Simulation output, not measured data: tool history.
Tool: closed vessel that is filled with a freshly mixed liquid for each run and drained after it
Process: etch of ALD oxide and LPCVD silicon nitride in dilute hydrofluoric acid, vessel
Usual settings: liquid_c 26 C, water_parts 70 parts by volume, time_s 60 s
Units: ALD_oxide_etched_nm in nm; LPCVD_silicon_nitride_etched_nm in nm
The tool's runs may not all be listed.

run	day	liquid_c	water_parts	time_s	wafers since the last listed run	hours since the thermometer was replaced	hours since the hydrofluoric acid flow meter was replaced	hours since the gauge calibration	read-back film thickness of the ALD oxide reference wafer, read on the same gauge (nm)	read-back film thickness of the LPCVD silicon nitride reference wafer, read on the same gauge (nm)	ALD_oxide_etched_nm	LPCVD_silicon_nitride_etched_nm
1	0	29	70	35	0	1666.3	1129.1	645.3	70.01	99.975	16.51	0.385
2	2.825	29	70	35	6322	1734.1	1196.9	713.1	70	100.043	16.42	0.382
3	4.738	29	70	35	4280	1780	1242.8	759	69.99	99.984	16.35	0.366
4	6.062	26	80	30	2965	1811.8	1274.6	790.8	70.01	100.023	10.72	0.22
5	7.488	26	70	60	3189	1846	1308.8	825	70.01	100.015	25.18	0.516
6	8.517	26	70	60	2303	1870.7	1333.5	849.7	70.01	100.035	25	0.516
7	10.175	26	70	60	3711	1910.5	1373.3	889.5	70.01	99.981	24.81	0.553
8	11.721	26	70	60	3459	1947.6	1410.4	926.6	70	99.999	25.06	0.554
9	14.029	28.5	70	60	5166	2003	1465.8	982	70	99.992	27.51	0.61
10	15.783	28.5	70	60	3926	2045.1	1507.9	1024.1	69.99	100.003	27.46	0.554
# day 17.329: thermometer replaced
11	17.346	26	70	60	3403	0.4	1545.4	1061.6	69.97	99.991	23.45	0.491
# day 19.071: gauge calibrated
12	19.183	26	70	60	4112	44.5	1589.5	2.7	70	99.994	23.34	0.46
# day 20.142: hydrofluoric acid flow meter replaced
13	21.471	23.5	70	60	5026	99.4	31.9	57.6	70.02	99.968	21	0.375
14	24.158	26	70	60	6015	163.9	96.4	122.1	70.01	99.995	23.15	0.479
15	25.479	26	70	60	2956	195.6	128.1	153.8	69.96	100.005	23.17	0.455
# day 26.533: thermometer replaced, repeated, since the last time left the tool worse
16	26.642	22	95	85	2508	2.6	156	181.7	70.02	99.98	22.56	0.44
17	28.929	26	70	60	5119	57.5	210.9	236.6	70.01	99.981	26.03	0.517
18	30.104	26	70	45	2629	85.7	239.1	264.8	70.01	99.973	19.54	0.439
19	31.517	21	45	60	3161	119.6	273	298.7	70	100.02	34.2	0.599
20	34.321	27.5	85	75	6276	186.9	340.3	366	70.01	99.99	28.05	0.646
21	36.688	31	55	90	5296	243.7	397.1	422.8	70.01	99.994	62.48	1.456
22	38.008	24	70	90	2956	275.4	428.8	454.5	70	100.004	36.26	0.712
23	40.95	26	70	60	6583	346	499.4	525.1	70	100.015	26.04	0.542
24	43.712	29.5	40	60	6182	412.3	565.7	591.4	70.03	100.011	54.68	1.187

Forecast each of these 3 alternatives for the next run:
A	43.742	26	70	60	65	413	566.4	592.1	?	?	?	?
B	43.742	23	70	95	65	413	566.4	592.1	?	?	?	?
C	43.742	23	100	90	65	413	566.4	592.1	?	?	?	?

run	read-back film thickness of the ALD oxide reference wafer, read on the same gauge (nm)	read-back film thickness of the LPCVD silicon nitride reference wafer, read on the same gauge (nm)	ALD_oxide_etched_nm	LPCVD_silicon_nitride_etched_nm
A	69.96	100.003	25.84	0.529
B	69.96	100.003	36.22	0.686
C	69.96	100.003	23.17	0.458
Without the tool's hidden state the same runs would have given:
run	ALD_oxide_etched_nm	LPCVD_silicon_nitride_etched_nm
A	26.43	0.549
B	37.08	0.712
C	23.7	0.475
